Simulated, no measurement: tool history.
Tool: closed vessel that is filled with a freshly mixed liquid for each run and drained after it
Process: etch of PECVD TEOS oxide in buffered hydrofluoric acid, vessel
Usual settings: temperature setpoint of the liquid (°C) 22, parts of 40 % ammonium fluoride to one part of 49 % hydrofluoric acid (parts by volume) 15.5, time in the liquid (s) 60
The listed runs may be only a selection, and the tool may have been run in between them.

run	hour	temperature setpoint of the liquid (°C)	parts of 40 % ammonium fluoride to one part of 49 % hydrofluoric acid (parts by volume)	time in the liquid (s)	read-back film thickness of the PECVD TEOS oxide reference wafer, read on the same gauge (nm)	thickness taken off the PECVD TEOS oxide on a monitor wafer (angstrom)
1	0	22	15.5	80	70.44	1145
2	71.5	22	15.5	70	70.38	989.7
3	111.6	22	15.5	60	70.26	868.2
4	137.1	22	15.5	60	70.3	858.3
5	168.7	22	11.5	45	70.24	857.2
6	193.7	22	19.5	60	70.26	687.8
7	258.1	22	13.5	60	70.18	963.8
8	289.7	22	15.5	60	70.08	846.5
9	500	22	14	60	69.75	930.8
10	540.6	22	14	60	69.67	949.1
11	596.9	22	19	85	69.58	982.5
12	655.3	18.5	15.5	60	69.46	682.8
13	698.3	22	15.5	45	69.35	634.1
14	751.7	22	15.5	45	69.23	628
15	807.1	23.5	10.5	60	69.13	1338.1
16	859.9	19.5	12.5	75	68.97	1135.6
17	928.2	22	11.5	80	68.79	1512.9
18	969.3	22	15.5	45	68.64	619.8
19	1159.5	19	15.5	60	68.08	699.9
20	1218	22	18.5	60	67.97	698.6
21	1262.5	22	15.5	60	67.77	829.8
22	1318.7	19.5	20	35	71.07	333.8
23	1366.9	20.5	12.5	70	71.09	1134.3
24	1402.9	22	15.5	60	71.07	865.8
25	1460.7	18	21	60	71.12	512.4
26	1504.3	19.5	15.5	60	71.02	754.3
27	1571.6	22	10	60	70.93	1322.9
28	1615.1	20.5	18.5	35	70.95	386.7
29	1673.2	19.5	17	80	70.91	916.1
30	1732.3	22	15.5	75	70.86	1061.5
31	1759.9	22	15.5	60	70.84	857.2

Put back what was entered between runs (4 entries, withheld): which listed runs does each sit between, and how does the hidden state differ from the listed run before to the listed run after?
In the gap between runs 10 and 11: hydrofluoric acid flow meter replaced (hour 565.3)
  gauge reads high (%): -0.448 -> -0.608
  what was measured, less what the result would be without the hidden state, thickness taken off the PECVD TEOS oxide on a monitor wafer (angstrom): -4.3 -> -6
In the gap between runs 21 and 22: gauge calibrated (hour 1275.8); thermometer replaced (hour 1279.1)
  gauge reads high (%): -3.19 -> 1.53
  what was measured, less what the result would be without the hidden state, thickness taken off the PECVD TEOS oxide on a monitor wafer (angstrom): -27.4 -> +5
In the gap between runs 22 and 23: hydrofluoric acid flow meter replaced (hour 1331)
  gauge reads high (%): 1.53 -> 1.52
  what was measured, less what the result would be without the hidden state, thickness taken off the PECVD TEOS oxide on a monitor wafer (angstrom): +5 -> +17
